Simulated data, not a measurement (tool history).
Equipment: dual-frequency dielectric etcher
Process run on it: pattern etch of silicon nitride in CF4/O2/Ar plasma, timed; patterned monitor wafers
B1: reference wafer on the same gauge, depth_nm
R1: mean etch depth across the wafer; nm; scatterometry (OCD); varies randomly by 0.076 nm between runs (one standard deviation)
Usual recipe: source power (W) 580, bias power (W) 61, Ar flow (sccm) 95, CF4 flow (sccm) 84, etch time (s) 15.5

{"run": 1, "hour": 0.0, "source power (W)": 580, "bias power (W)": 65, "Ar flow (sccm)": 117, "CF4 flow (sccm)": 101, "etch time (s)": 11.5, "B1": 33.2, "R1": 28.13}
{"run": 2, "hour": 36.2, "source power (W)": 630, "bias power (W)": 61, "Ar flow (sccm)": 95, "CF4 flow (sccm)": 84, "etch time (s)": 15.5, "B1": 33.17, "R1": 39.92}
{"run": 3, "hour": 107.6, "source power (W)": 580, "bias power (W)": 61, "Ar flow (sccm)": 86, "CF4 flow (sccm)": 84, "etch time (s)": 15.5, "B1": 33.17, "R1": 37.3}
{"run": 4, "hour": 178.1, "source power (W)": 580, "bias power (W)": 61, "Ar flow (sccm)": 95, "CF4 flow (sccm)": 84, "etch time (s)": 15.5, "B1": 33.21, "R1": 36.83}
{"run": 5, "hour": 231.9, "source power (W)": 520, "bias power (W)": 61, "Ar flow (sccm)": 95, "CF4 flow (sccm)": 84, "etch time (s)": 15.5, "B1": 33.2, "R1": 32.81}
{"run": 6, "hour": 268.1, "source power (W)": 580, "bias power (W)": 61, "Ar flow (sccm)": 95, "CF4 flow (sccm)": 84, "etch time (s)": 15.5, "B1": 33.2, "R1": 36.91}
{"run": 7, "hour": 320.9, "source power (W)": 580, "bias power (W)": 55, "Ar flow (sccm)": 116, "CF4 flow (sccm)": 70, "etch time (s)": 19.5, "B1": 33.2, "R1": 40.78}
{"hour": 346.9, "done": "gauge calibrated"}
{"run": 8, "hour": 384.9, "source power (W)": 580, "bias power (W)": 61, "Ar flow (sccm)": 95, "CF4 flow (sccm)": 100, "etch time (s)": 11.0, "B1": 33.2, "R1": 27.08}
{"hour": 515.9, "done": "Ar flow controller replaced"}
{"run": 9, "hour": 542.2, "source power (W)": 580, "bias power (W)": 61, "Ar flow (sccm)": 95, "CF4 flow (sccm)": 84, "etch time (s)": 15.5, "B1": 33.19, "R1": 37.1}
{"hour": 623.5, "done": "wet clean of the chamber"}
{"run": 10, "hour": 624.0, "source power (W)": 690, "bias power (W)": 73, "Ar flow (sccm)": 95, "CF4 flow (sccm)": 90, "etch time (s)": 15.5, "B1": 33.19, "R1": 48.9}
{"run": 11, "hour": 651.6, "source power (W)": 580, "bias power (W)": 61, "Ar flow (sccm)": 95, "CF4 flow (sccm)": 84, "etch time (s)": 12.5, "B1": 33.19, "R1": 29.6}
{"run": 12, "hour": 716.3, "source power (W)": 700, "bias power (W)": 56, "Ar flow (sccm)": 104, "CF4 flow (sccm)": 84, "etch time (s)": 18.5, "B1": 33.19, "R1": 50.21}
{"run": 13, "hour": 793.6, "source power (W)": 580, "bias power (W)": 61, "Ar flow (sccm)": 104, "CF4 flow (sccm)": 84, "etch time (s)": 15.5, "B1": 33.18, "R1": 36.29}
{"run": 14, "hour": 889.7, "source power (W)": 490, "bias power (W)": 61, "Ar flow (sccm)": 82, "CF4 flow (sccm)": 77, "etch time (s)": 20.0, "B1": 33.2, "R1": 40.3}
{"run": 15, "hour": 983.0, "source power (W)": 580, "bias power (W)": 61, "Ar flow (sccm)": 95, "CF4 flow (sccm)": 84, "etch time (s)": 15.5, "B1": 33.2, "R1": 37.14}
{"run": 16, "hour": 1076.8, "source power (W)": 690, "bias power (W)": 61, "Ar flow (sccm)": 74, "CF4 flow (sccm)": 84, "etch time (s)": 13.5, "B1": 33.2, "R1": 40.63}
{"run": 17, "hour": 1161.5, "source power (W)": 580, "bias power (W)": 61, "Ar flow (sccm)": 95, "CF4 flow (sccm)": 84, "etch time (s)": 15.5, "B1": 33.19, "R1": 37.2}
{"hour": 1264.8, "done": "wet clean of the chamber"}
{"run": 18, "hour": 1265.3, "source power (W)": 580, "bias power (W)": 61, "Ar flow (sccm)": 95, "CF4 flow (sccm)": 84, "etch time (s)": 15.5, "B1": 33.19, "R1": 36.94}
{"run": 19, "hour": 1306.9, "source power (W)": 580, "bias power (W)": 61, "Ar flow (sccm)": 81, "CF4 flow (sccm)": 91, "etch time (s)": 15.5, "B1": 33.19, "R1": 38.62}
{"run": 20, "hour": 1386.6, "source power (W)": 580, "bias power (W)": 61, "Ar flow (sccm)": 95, "CF4 flow (sccm)": 84, "etch time (s)": 15.5, "B1": 33.21, "R1": 37.12}

What if the next run were any one of these 5? Each begins from the tool's condition after run 20:
{"run": "A", "hour": 1387.0, "source power (W)": 580, "bias power (W)": 61, "Ar flow (sccm)": 95, "CF4 flow (sccm)": 100, "etch time (s)": 15.5, "B1": "?", "R1": "?"}
{"run": "B", "hour": 1387.0, "source power (W)": 680, "bias power (W)": 61, "Ar flow (sccm)": 78, "CF4 flow (sccm)": 65, "etch time (s)": 15.5, "B1": "?", "R1": "?"}
{"run": "C", "hour": 1387.0, "source power (W)": 580, "bias power (W)": 61, "Ar flow (sccm)": 77, "CF4 flow (sccm)": 101, "etch time (s)": 14.5, "B1": "?", "R1": "?"}
{"run": "D", "hour": 1387.0, "source power (W)": 520, "bias power (W)": 57, "Ar flow (sccm)": 79, "CF4 flow (sccm)": 84, "etch time (s)": 11.5, "B1": "?", "R1": "?"}
{"run": "E", "hour": 1387.0, "source power (W)": 640, "bias power (W)": 61, "Ar flow (sccm)": 95, "CF4 flow (sccm)": 99, "etch time (s)": 15.5, "B1": "?", "R1": "?"}

run=A B1=33.20 R1=38.27
run=B B1=33.20 R1=42.83
run=C B1=33.20 R1=37.01
run=D B1=33.20 R1=24.44
run=E B1=33.20 R1=42.33
With the hidden condition removed and each run's random variation left untouched, the same runs would have given:
run=A R1=37.48
run=B R1=41.96
run=C R1=36.25
run=D R1=23.93
run=E R1=41.46

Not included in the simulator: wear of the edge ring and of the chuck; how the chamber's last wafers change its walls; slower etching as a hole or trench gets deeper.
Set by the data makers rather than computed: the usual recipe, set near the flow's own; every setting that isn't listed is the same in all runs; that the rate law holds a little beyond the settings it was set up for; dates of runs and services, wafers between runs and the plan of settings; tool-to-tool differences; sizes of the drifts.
